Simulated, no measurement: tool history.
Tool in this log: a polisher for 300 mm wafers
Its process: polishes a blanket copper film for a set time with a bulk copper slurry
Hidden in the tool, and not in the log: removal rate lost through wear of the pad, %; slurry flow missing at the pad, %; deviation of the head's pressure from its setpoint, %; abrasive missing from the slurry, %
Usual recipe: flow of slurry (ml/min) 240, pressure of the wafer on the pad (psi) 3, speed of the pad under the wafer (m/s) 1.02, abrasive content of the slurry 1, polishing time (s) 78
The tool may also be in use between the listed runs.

| run | day | flow of slurry (ml/min) | pressure of the wafer on the pad (psi) | speed of the pad under the wafer (m/s) | abrasive content of the slurry | polishing time (s) | wafers since the last listed run | wafers polished on this pad | hours since the slurry nozzle was cleaned | hours since the head pressure was calibrated | hours since the slurry blender was calibrated | incoming thickness of the incoming film, nm | film removed (nm) |
|---|---|---|---|---|---|---|---|---|---|---|---|---|---|
| 1 | 0 | 240 | 3 | 1.02 | 1 | 78 | 0 | 1491 | 204.6 | 412.2 | 125 | 2655.1 | 789.9 |
| 2 | 1.554 | 260 | 3 | 1.02 | 1 | 78 | 335 | 1826 | 241.9 | 449.5 | 162.3 | 2710.1 | 801.9 |
| 3 | 3.242 | 260 | 3 | 1.02 | 1 | 78 | 363 | 2190 | 282.4 | 490 | 202.8 | 2716.1 | 787.3 |
|  | 3.792 | worn pad replaced by a new one |
| 4 | 5.829 | 260 | 3 | 1.02 | 1 | 78 | 521 | 439 | 344.5 | 552.1 | 264.9 | 2700.2 | 802.9 |
| 5 | 6.917 | 240 | 3 | 1.02 | 1 | 78 | 234 | 673 | 370.6 | 578.2 | 291 | 2682.1 | 781.8 |
| 6 | 8.704 | 240 | 3 | 1.02 | 1 | 78 | 385 | 1058 | 413.5 | 621.1 | 333.9 | 2698.2 | 774.6 |
| 7 | 10.392 | 240 | 3 | 1.02 | 1 | 78 | 363 | 1422 | 454 | 661.6 | 374.4 | 2730.4 | 765.8 |
|  | 10.479 | slurry blender recalibrated |
| 8 | 12.608 | 240 | 3 | 1.02 | 1 | 78 | 459 | 1882 | 507.2 | 714.8 | 51.1 | 2730 | 765.4 |
| 9 | 13.808 | 240 | 3 | 1.02 | 1 | 78 | 258 | 2141 | 536 | 743.6 | 79.9 | 2715 | 755.9 |
|  | 14.796 | worn pad replaced by a new one |
|  | 16.058 | slurry nozzle cleaned |
| 10 | 20.45 | 240 | 3 | 1.02 | 1 | 78 | 1386 | 1210 | 105.4 | 903 | 239.3 | 2664.7 | 780.7 |
| 11 | 22.317 | 240 | 3 | 1.02 | 1 | 78 | 402 | 1612 | 150.2 | 947.8 | 284.1 | 2659.4 | 786.5 |
| 12 | 24.633 | 240 | 3 | 1.02 | 1 | 78 | 499 | 2112 | 205.8 | 1003.4 | 339.7 | 2699.3 | 769.5 |
| 13 | 25.8 | 240 | 3 | 1.02 | 1 | 78 | 251 | 2363 | 233.8 | 1031.4 | 367.7 | 2691.9 | 771.9 |
|  | 26.233 | slurry blender recalibrated |
|  | 27.062 | worn pad replaced by a new one |
| 14 | 30.325 | 240 | 3 | 1.02 | 1 | 86 | 921 | 703 | 342.4 | 1140 | 98.2 | 2642.3 | 838.8 |
| 15 | 31.733 | 240 | 3 | 1.02 | 1 | 78 | 303 | 1006 | 376.2 | 1173.8 | 132 | 2700.1 | 756 |
| 16 | 33.138 | 275 | 2.4 | 1.12 | 1.3 | 78 | 302 | 1309 | 409.9 | 1207.5 | 165.7 | 2673.4 | 694.3 |
| 17 | 35.554 | 240 | 3 | 1.02 | 1 | 78 | 521 | 1830 | 467.9 | 1265.5 | 223.7 | 2729.9 | 737.2 |
|  | 37.8 | worn pad replaced by a new one |
|  | 38.538 | slurry nozzle cleaned |
| 18 | 38.55 | 195 | 3 | 1.02 | 1 | 52 | 600 | 152 | 0.3 | 1337.4 | 295.6 | 2674 | 524.3 |
|  | 39.592 | head pressure recalibrated |
|  | 41.371 | slurry blender recalibrated |
| 19 | 41.533 | 260 | 3 | 1.02 | 1 | 78 | 607 | 759 | 71.9 | 46.6 | 3.9 | 2676.4 | 837.3 |
| 20 | 44.233 | 265 | 2.6 | 1.02 | 1 | 52 | 582 | 1342 | 136.7 | 111.4 | 68.7 | 2663.6 | 479.8 |
| 21 | 46.025 | 210 | 2.3 | 1.02 | 1.25 | 78 | 386 | 1728 | 179.7 | 154.4 | 111.7 | 2694.4 | 631.8 |
| 22 | 47.788 | 170 | 3 | 1.02 | 1.3 | 78 | 379 | 2108 | 222 | 196.7 | 154 | 2702.6 | 771.6 |
| 23 | 49.692 | 240 | 3 | 1.3 | 1 | 78 | 410 | 2518 | 267.7 | 242.4 | 199.7 | 2688.9 | 905.5 |

Expected results for the next run?
|  | 51.5 | worn pad replaced by a new one |
| 24 | 51.604 | 240 | 3.8 | 1.12 | 0.75 | 93 | 376 | 22 | 313.6 | 288.3 | 245.6 | 2654.9 | ? |

{"run 24": {"film removed (nm)": 1190.8}}
Had the tool carried no hidden state, the very same run would have given film removed (nm) 1240.4.
